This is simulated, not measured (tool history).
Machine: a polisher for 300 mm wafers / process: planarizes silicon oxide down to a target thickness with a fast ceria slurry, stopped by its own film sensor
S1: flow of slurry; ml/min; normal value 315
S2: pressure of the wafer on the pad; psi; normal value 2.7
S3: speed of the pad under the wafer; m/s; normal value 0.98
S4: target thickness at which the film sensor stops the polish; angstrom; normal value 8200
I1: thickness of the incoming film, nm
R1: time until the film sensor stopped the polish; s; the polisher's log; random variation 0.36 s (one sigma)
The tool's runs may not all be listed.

| run | hour | S1 | S2 | S3 | S4 | I1 | R1 |
|---|---|---|---|---|---|---|---|
| 1 | 0.0 | 390 | 2.7 | 0.98 | 8200 | 1351.8 | 46.0 |
| 2 | 26.1 | 390 | 2.7 | 0.98 | 8200 | 1355.6 | 47.9 |
|  | 50.4 | worn pad replaced by a new one |
| 3 | 58.1 | 280 | 2.3 | 0.98 | 8200 | 1360.7 | 57.7 |
| 4 | 93.6 | 280 | 2.3 | 0.98 | 8200 | 1352.2 | 57.9 |
|  | 152.4 | worn pad replaced by a new one |
| 5 | 175.2 | 280 | 2.3 | 0.98 | 8200 | 1352.8 | 57.8 |
| 6 | 187.8 | 315 | 2.7 | 0.98 | 8200 | 1360.1 | 49.7 |
| 7 | 205.0 | 315 | 2.7 | 0.98 | 8200 | 1342.8 | 48.0 |
|  | 223.6 | slurry nozzle cleaned |
| 8 | 226.2 | 315 | 2.7 | 0.98 | 8200 | 1355.8 | 46.6 |
|  | 253.9 | worn pad replaced by a new one |
| 9 | 254.4 | 405 | 2.7 | 0.98 | 8200 | 1345.7 | 42.7 |
| 10 | 281.2 | 315 | 1.9 | 0.98 | 9040 | 1331.2 | 51.7 |
|  | 294.9 | head pressure recalibrated |
| 11 | 303.1 | 280 | 2.3 | 0.98 | 8200 | 1340.9 | 53.8 |
| 12 | 335.2 | 365 | 2.7 | 1.22 | 8200 | 1374.1 | 39.9 |
|  | 347.5 | worn pad replaced by a new one |
| 13 | 368.4 | 245 | 3.4 | 0.72 | 9110 | 1329.4 | 37.6 |
| 14 | 383.6 | 315 | 3.3 | 1.18 | 7210 | 1341.5 | 37.5 |
| 15 | 409.9 | 315 | 3.3 | 1.18 | 7210 | 1347.2 | 38.3 |
| 16 | 423.8 | 315 | 2.9 | 0.98 | 8200 | 1353.0 | 43.7 |
|  | 436.3 | worn pad replaced by a new one |
| 17 | 456.8 | 315 | 2.5 | 0.98 | 9030 | 1353.5 | 42.1 |

Subtracting, for every run, the result it would have given without the tool's unlogged condition from the measured result gives the following. The same run-to-run variation enters both numbers; the gauge's scatter may not:
Unlogged tool condition in this case: removal rate lost through wear of the pad, %; slurry flow missing at the pad, %; deviation of the head's pressure from its setpoint, %.
| run | R1 |
|---|---|
| 1 | +3.6 |
| 2 | +4.6 |
| 3 | +4.7 |
| 4 | +5.9 |
| 5 | +5.5 |
| 6 | +4.7 |
| 7 | +5.0 |
| 8 | +2.3 |
| 9 | +0.2 |
| 10 | +1.3 |
| 11 | +2.4 |
| 12 | +2.5 |
| 13 | +1.5 |
| 14 | +1.7 |
| 15 | +2.5 |
| 16 | +3.2 |
| 17 | +2.0 |
